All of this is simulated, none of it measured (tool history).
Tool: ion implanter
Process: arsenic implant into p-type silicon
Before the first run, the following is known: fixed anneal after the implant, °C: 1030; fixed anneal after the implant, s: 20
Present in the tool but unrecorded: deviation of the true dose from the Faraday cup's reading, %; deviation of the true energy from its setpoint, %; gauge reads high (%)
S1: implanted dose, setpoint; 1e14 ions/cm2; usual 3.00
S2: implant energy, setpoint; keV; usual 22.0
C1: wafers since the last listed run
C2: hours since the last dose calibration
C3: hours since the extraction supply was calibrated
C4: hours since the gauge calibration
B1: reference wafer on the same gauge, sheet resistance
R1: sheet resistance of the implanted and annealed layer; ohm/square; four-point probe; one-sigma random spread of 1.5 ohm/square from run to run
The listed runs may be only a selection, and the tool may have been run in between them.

{"run": 1, "hour": 0.0, "S1": 3.0, "S2": 20.0, "C1": 0, "C2": 1359.1, "C3": 4468.3, "C4": 0.8, "B1": 321.16, "R1": 311.28}
{"run": 2, "hour": 88.8, "S1": 2.67, "S2": 19.5, "C1": 2422, "C2": 1447.9, "C3": 4557.1, "C4": 89.6, "B1": 320.78, "R1": 343.16}
{"run": 3, "hour": 236.6, "S1": 2.67, "S2": 19.5, "C1": 4032, "C2": 1595.7, "C3": 4704.9, "C4": 237.4, "B1": 320.78, "R1": 340.8}
{"run": 4, "hour": 283.5, "S1": 2.67, "S2": 19.5, "C1": 1279, "C2": 1642.6, "C3": 4751.8, "C4": 284.3, "B1": 320.89, "R1": 344.25}
{"run": 5, "hour": 331.5, "S1": 2.56, "S2": 26.5, "C1": 1309, "C2": 1690.6, "C3": 4799.8, "C4": 332.3, "B1": 320.85, "R1": 339.34}
{"hour": 363.1, "done": "Faraday cup replaced and dose calibrated"}
{"run": 6, "hour": 413.9, "S1": 2.56, "S2": 26.5, "C1": 2029, "C2": 50.8, "C3": 4882.2, "C4": 414.7, "B1": 321.05, "R1": 326.82}
{"run": 7, "hour": 470.6, "S1": 2.56, "S2": 26.5, "C1": 1546, "C2": 107.5, "C3": 4938.9, "C4": 471.4, "B1": 320.9, "R1": 328.0}
{"run": 8, "hour": 570.1, "S1": 2.51, "S2": 22.0, "C1": 2714, "C2": 207.0, "C3": 5038.4, "C4": 570.9, "B1": 320.99, "R1": 340.4}
{"hour": 604.9, "done": "extraction supply calibrated"}
{"run": 9, "hour": 628.5, "S1": 3.4, "S2": 19.5, "C1": 1374, "C2": 265.4, "C3": 23.6, "C4": 629.3, "B1": 320.95, "R1": 276.18}
{"run": 10, "hour": 670.3, "S1": 3.84, "S2": 17.5, "C1": 1140, "C2": 307.2, "C3": 65.4, "C4": 671.1, "B1": 321.05, "R1": 255.45}
{"run": 11, "hour": 728.8, "S1": 3.0, "S2": 14.5, "C1": 1595, "C2": 365.7, "C3": 123.9, "C4": 729.6, "B1": 320.93, "R1": 315.15}
{"hour": 771.7, "done": "gauge calibrated"}
{"run": 12, "hour": 827.7, "S1": 3.0, "S2": 22.0, "C1": 2698, "C2": 464.6, "C3": 222.8, "C4": 56.0, "B1": 320.83, "R1": 302.94}
{"run": 13, "hour": 922.8, "S1": 3.64, "S2": 14.5, "C1": 2594, "C2": 559.7, "C3": 317.9, "C4": 151.1, "B1": 321.08, "R1": 275.32}
{"run": 14, "hour": 965.9, "S1": 3.0, "S2": 25.0, "C1": 1175, "C2": 602.8, "C3": 361.0, "C4": 194.2, "B1": 321.03, "R1": 299.49}
{"run": 15, "hour": 1045.5, "S1": 3.0, "S2": 22.0, "C1": 2171, "C2": 682.4, "C3": 440.6, "C4": 273.8, "B1": 320.97, "R1": 300.95}
{"run": 16, "hour": 1133.4, "S1": 3.0, "S2": 22.0, "C1": 2398, "C2": 770.3, "C3": 528.5, "C4": 361.7, "B1": 320.73, "R1": 303.01}

Hidden state at the last listed run before each entry between runs and at the first one after, where it differs:
Between runs 5 and 6: Faraday cup replaced and dose calibrated (hour 363.1)
  deviation of the true dose from the Faraday cup's reading, %: -5.77 -> -0.124
  measured value less the no-hidden-state value, R1: +14.82 -> +0.30 ohm/square
Between runs 8 and 9: extraction supply calibrated (hour 604.9)
  deviation of the true dose from the Faraday cup's reading, %: -1.25 -> -1.61
  measured value less the no-hidden-state value, R1: +3.24 -> +3.38 ohm/square
Between runs 11 and 12: gauge calibrated (hour 771.7)
  deviation of the true dose from the Faraday cup's reading, %: -2.13 -> -2.57
  measured value less the no-hidden-state value, R1: +5.17 -> +5.94 ohm/square
